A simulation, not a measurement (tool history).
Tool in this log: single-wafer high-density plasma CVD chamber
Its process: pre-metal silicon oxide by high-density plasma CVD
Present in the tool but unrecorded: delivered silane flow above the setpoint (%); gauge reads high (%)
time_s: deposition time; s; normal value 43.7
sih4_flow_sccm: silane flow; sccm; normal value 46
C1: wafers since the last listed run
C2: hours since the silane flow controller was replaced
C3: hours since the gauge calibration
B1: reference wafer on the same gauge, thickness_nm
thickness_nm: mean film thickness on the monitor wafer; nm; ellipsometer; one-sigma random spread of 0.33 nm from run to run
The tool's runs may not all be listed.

Run 1, day 0.000: usual settings but sih4_flow_sccm 42 sccm; C1 0; C2 4034.1; C3 250.3; B1 188.054. Result: thickness_nm 183.613 nm.
Run 2, day 0.479: usual settings but sih4_flow_sccm 52 sccm; C1 231; C2 4045.6; C3 261.8; B1 187.942. Result: thickness_nm 219.591 nm.
Run 3, day 0.796: usual settings but sih4_flow_sccm 52 sccm; C1 152; C2 4053.2; C3 269.4; B1 187.987. Result: thickness_nm 219.353 nm.
Run 4, day 1.375: usual settings but sih4_flow_sccm 52 sccm; C1 279; C2 4067.1; C3 283.3; B1 187.980. Result: thickness_nm 219.399 nm.
Run 5, day 1.629: usual settings but time_s 38.4 s; C1 122; C2 4073.2; C3 289.4; B1 188.010. Result: thickness_nm 173.980 nm.
Run 6, day 2.017: usual settings; C1 186; C2 4082.5; C3 298.7; B1 188.054. Result: thickness_nm 198.291 nm.
Run 7, day 2.683: usual settings but sih4_flow_sccm 43 sccm; C1 321; C2 4098.5; C3 314.7; B1 188.068. Result: thickness_nm 186.937 nm.
Run 8, day 3.246: usual settings but sih4_flow_sccm 43 sccm; C1 271; C2 4112.0; C3 328.2; B1 187.868. Result: thickness_nm 187.558 nm.
Run 9, day 3.538: usual settings but sih4_flow_sccm 53 sccm; C1 140; C2 4119.0; C3 335.2; B1 187.917. Result: thickness_nm 222.094 nm.
Run 10, day 3.838: usual settings but sih4_flow_sccm 53 sccm; C1 144; C2 4126.2; C3 342.4; B1 188.039. Result: thickness_nm 222.572 nm.
Run 11, day 4.500: usual settings but sih4_flow_sccm 53 sccm; C1 319; C2 4142.1; C3 358.3; B1 188.101. Result: thickness_nm 222.285 nm.
Run 12, day 5.071: usual settings but sih4_flow_sccm 44 sccm; C1 275; C2 4155.8; C3 372.0; B1 187.914. Result: thickness_nm 190.636 nm.
Run 13, day 5.554: usual settings; C1 233; C2 4167.4; C3 383.6; B1 187.923. Result: thickness_nm 197.767 nm.
Run 14, day 6.167: usual settings but time_s 49.8 s; C1 295; C2 4182.1; C3 398.3; B1 187.919. Result: thickness_nm 225.296 nm.
Run 15, day 6.433: usual settings but time_s 49.8 s; C1 128; C2 4188.5; C3 404.7; B1 187.864. Result: thickness_nm 225.399 nm.
Run 16, day 6.912: usual settings but time_s 49.8 s; C1 231; C2 4200.0; C3 416.2; B1 187.966. Result: thickness_nm 224.952 nm.
Run 17, day 7.479: usual settings but sih4_flow_sccm 41 sccm; C1 273; C2 4213.6; C3 429.8; B1 187.945. Result: thickness_nm 179.900 nm.
Run 18, day 7.988: usual settings but sih4_flow_sccm 41 sccm; C1 245; C2 4225.8; C3 442.0; B1 187.896. Result: thickness_nm 179.558 nm.
Run 19, day 8.538: usual settings but sih4_flow_sccm 41 sccm; C1 265; C2 4239.0; C3 455.2; B1 187.979. Result: thickness_nm 179.756 nm.
Run 20, day 9.233: usual settings but time_s 46.9 s, sih4_flow_sccm 48 sccm; C1 335; C2 4255.7; C3 471.9; B1 187.951. Result: thickness_nm 219.344 nm.
Run 21, day 9.950: usual settings; C1 345; C2 4272.9; C3 489.1; B1 187.951. Result: thickness_nm 196.877 nm.
At day 10.267: gauge calibrated.
Run 22, day 10.700: usual settings; C1 361; C2 4290.9; C3 10.4; B1 188.021. Result: thickness_nm 197.403 nm.
Run 23, day 11.346: usual settings; C1 311; C2 4306.4; C3 25.9; B1 187.982. Result: thickness_nm 197.606 nm.
Run 24, day 11.854: usual settings but time_s 48.4 s, sih4_flow_sccm 48 sccm; C1 245; C2 4318.6; C3 38.1; B1 188.088. Result: thickness_nm 226.415 nm.

Run 25, settings as shown, results not yet in. Your forecast:
Run 25, day 12.567: usual settings but time_s 41.0 s, sih4_flow_sccm 43 sccm; C1 343; C2 4335.7; C3 55.2; B1 ?. Result: thickness_nm ?.

Run 25 came out at B1 187.973, thickness_nm 175.037 nm.
Were there no unlogged condition in the tool, this run, its random variation unchanged, would have produced thickness_nm 186.630 nm.
